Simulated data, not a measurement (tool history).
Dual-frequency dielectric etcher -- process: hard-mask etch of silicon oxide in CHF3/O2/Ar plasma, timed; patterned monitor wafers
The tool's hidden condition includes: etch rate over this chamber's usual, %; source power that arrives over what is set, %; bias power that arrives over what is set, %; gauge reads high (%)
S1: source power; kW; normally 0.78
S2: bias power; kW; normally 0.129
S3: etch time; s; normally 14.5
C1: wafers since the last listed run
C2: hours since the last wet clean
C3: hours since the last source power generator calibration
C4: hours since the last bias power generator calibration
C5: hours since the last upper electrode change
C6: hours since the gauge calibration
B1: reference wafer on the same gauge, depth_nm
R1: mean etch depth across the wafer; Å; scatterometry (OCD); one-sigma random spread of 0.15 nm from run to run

run,hour,S1,S2,S3,C1,C2,C3,C4,C5,C6,B1,R1
1,0,0.78,0.129,14.5,0,297.5,2332,4831.5,5403.2,29.7,21.58,274.2
2,12.2,0.78,0.129,14.5,227,309.7,2344.2,4843.7,5415.4,41.9,21.6,277.2
3,27.4,0.78,0.129,14.5,283,324.9,2359.4,4858.9,5430.6,57.1,21.6,277.6
4,62.1,0.78,0.139,14.5,648,359.6,2394.1,4893.6,5465.3,91.8,21.6,284.7
5,77.2,0.78,0.139,14.5,281,374.7,2409.2,4908.7,5480.4,106.9,21.59,287
6,96.7,0.78,0.139,14.5,364,394.2,2428.7,4928.2,5499.9,126.4,21.63,286.1
# hour 106.7: bias power generator calibrated
7,128.8,0.78,0.11,14.5,524,426.3,2460.8,22.1,5532,158.5,21.61,259.7
8,151.8,0.78,0.11,14.5,429,449.3,2483.8,45.1,5555,181.5,21.6,254.8
# hour 179.6: upper electrode replaced
9,187,0.78,0.105,12,209,484.5,2519,80.3,7.4,216.7,21.58,209.3
# hour 232.1: wet clean of the chamber
10,232.6,0.78,0.139,14.5,403,0.5,2564.6,125.9,53,262.3,21.62,276.5
11,232.9,0.88,0.129,14.5,5,0.8,2564.9,126.2,53.3,262.6,21.56,282.3
12,245.7,0.64,0.157,13,239,13.6,2577.7,139,66.1,275.4,21.57,246.5
# hour 263.2: gauge calibrated
# hour 282.5: source power generator calibrated
13,283,0.78,0.153,17.5,621,50.9,0.5,176.3,103.4,19.8,21.57,350.6
14,317.3,0.62,0.153,11,640,85.2,34.8,210.6,137.7,54.1,21.6,205.2
15,338.6,0.96,0.129,14.5,397,106.5,56.1,231.9,159,75.4,21.61,291.3
16,354.9,0.97,0.1,17,304,122.8,72.4,248.2,175.3,91.7,21.61,301.2

Alternative continuations, all from the tool just after run 16; predict every row:
A,355.3,0.63,0.129,14.5,7,123.2,72.8,248.6,175.7,92.1,?,?
B,355.3,0.73,0.099,14.5,7,123.2,72.8,248.6,175.7,92.1,?,?
C,355.3,0.69,0.14,11,7,123.2,72.8,248.6,175.7,92.1,?,?
D,355.3,0.71,0.103,13.5,7,123.2,72.8,248.6,175.7,92.1,?,?
E,355.3,0.86,0.129,14.5,7,123.2,72.8,248.6,175.7,92.1,?,?

run,B1,R1
A,21.59,251.5
B,21.59,231.7
C,21.59,204.6
D,21.59,218
E,21.59,279.5
The same runs, with their run-to-run variation unchanged, on a tool lacking any hidden condition would have given:
run,R1
A,248.9
B,229.2
C,202.4
D,215.7
E,276.6
